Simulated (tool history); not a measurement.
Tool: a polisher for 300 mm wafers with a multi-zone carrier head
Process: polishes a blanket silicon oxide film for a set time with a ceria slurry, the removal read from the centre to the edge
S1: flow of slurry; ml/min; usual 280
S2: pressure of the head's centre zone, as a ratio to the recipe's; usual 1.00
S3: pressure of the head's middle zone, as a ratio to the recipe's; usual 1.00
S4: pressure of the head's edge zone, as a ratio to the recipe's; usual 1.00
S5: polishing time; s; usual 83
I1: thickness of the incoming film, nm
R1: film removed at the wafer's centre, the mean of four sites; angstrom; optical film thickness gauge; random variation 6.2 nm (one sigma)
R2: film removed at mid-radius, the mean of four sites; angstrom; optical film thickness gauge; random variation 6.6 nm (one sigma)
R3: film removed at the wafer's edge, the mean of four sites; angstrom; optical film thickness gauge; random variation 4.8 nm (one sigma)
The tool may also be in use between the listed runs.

Run 1, hour 0.0: usual settings; I1 1458.7. Result: R1 4460 angstrom, R2 4531 angstrom, R3 4535 angstrom.
At hour 47.7: worn pad replaced by a new one.
Run 2, hour 98.5: usual settings; I1 1441.1. Result: R1 4564 angstrom, R2 4611 angstrom, R3 4522 angstrom.
At hour 145.0: edge zone pressure recalibrated.
At hour 192.6: slurry nozzle cleaned.
Run 3, hour 197.2: usual settings; I1 1427.9. Result: R1 4706 angstrom, R2 4633 angstrom, R3 4497 angstrom.
At hour 287.9: worn pad replaced by a new one.
Run 4, hour 288.4: usual settings; I1 1450.9. Result: R1 4784 angstrom, R2 4608 angstrom, R3 4531 angstrom.
Run 5, hour 388.2: usual settings; I1 1445.3. Result: R1 4773 angstrom, R2 4652 angstrom, R3 4517 angstrom.
Run 6, hour 480.6: usual settings; I1 1439.7. Result: R1 4797 angstrom, R2 4453 angstrom, R3 4563 angstrom.
At hour 527.6: carrier head's membrane replaced by a new one.
Run 7, hour 561.5: usual settings; I1 1444.0. Result: R1 4918 angstrom, R2 4619 angstrom, R3 4523 angstrom.
At hour 593.4: slurry nozzle cleaned.
At hour 597.1: worn pad replaced by a new one.
Run 8, hour 645.8: usual settings but S1 330 ml/min, S4 0.97; I1 1415.4. Result: R1 4817 angstrom, R2 4589 angstrom, R3 4635 angstrom.
Run 9, hour 702.4: usual settings but S1 330 ml/min, S4 0.97; I1 1438.7. Result: R1 4947 angstrom, R2 4508 angstrom, R3 4527 angstrom.
Run 10, hour 762.1: usual settings but S2 1.08, S3 1.05, S4 0.96; I1 1438.2. Result: R1 5226 angstrom, R2 4751 angstrom, R3 4478 angstrom.
Run 11, hour 829.8: usual settings but S2 1.05, S3 0.90; I1 1469.7. Result: R1 4952 angstrom, R2 4041 angstrom, R3 4523 angstrom.
At hour 838.4: centre zone pressure recalibrated.
Run 12, hour 867.4: usual settings; I1 1439.3. Result: R1 4535 angstrom, R2 4492 angstrom, R3 4516 angstrom.
At hour 891.1: worn pad replaced by a new one.
Run 13, hour 923.3: usual settings but S2 0.95, S5 64 s; I1 1413.8. Result: R1 3371 angstrom, R2 3495 angstrom, R3 3523 angstrom.
At hour 969.3: slurry nozzle cleaned.
Run 14, hour 981.2: usual settings but S2 1.10; I1 1458.2. Result: R1 5041 angstrom, R2 4507 angstrom, R3 4471 angstrom.

Run 15 comes next. What will it give?
At hour 983.9: edge zone pressure recalibrated.
Run 15, hour 1080.5: usual settings but S5 68 s; I1 1437.4. Result: R1 ?, R2 ?, R3 ?.

{"run 15": {"R1": 3874, "R2": 3679, "R3": 3731}}
Without the tool's hidden state the same run would have given R1 3642 angstrom, R2 3681 angstrom, R3 3731 angstrom.
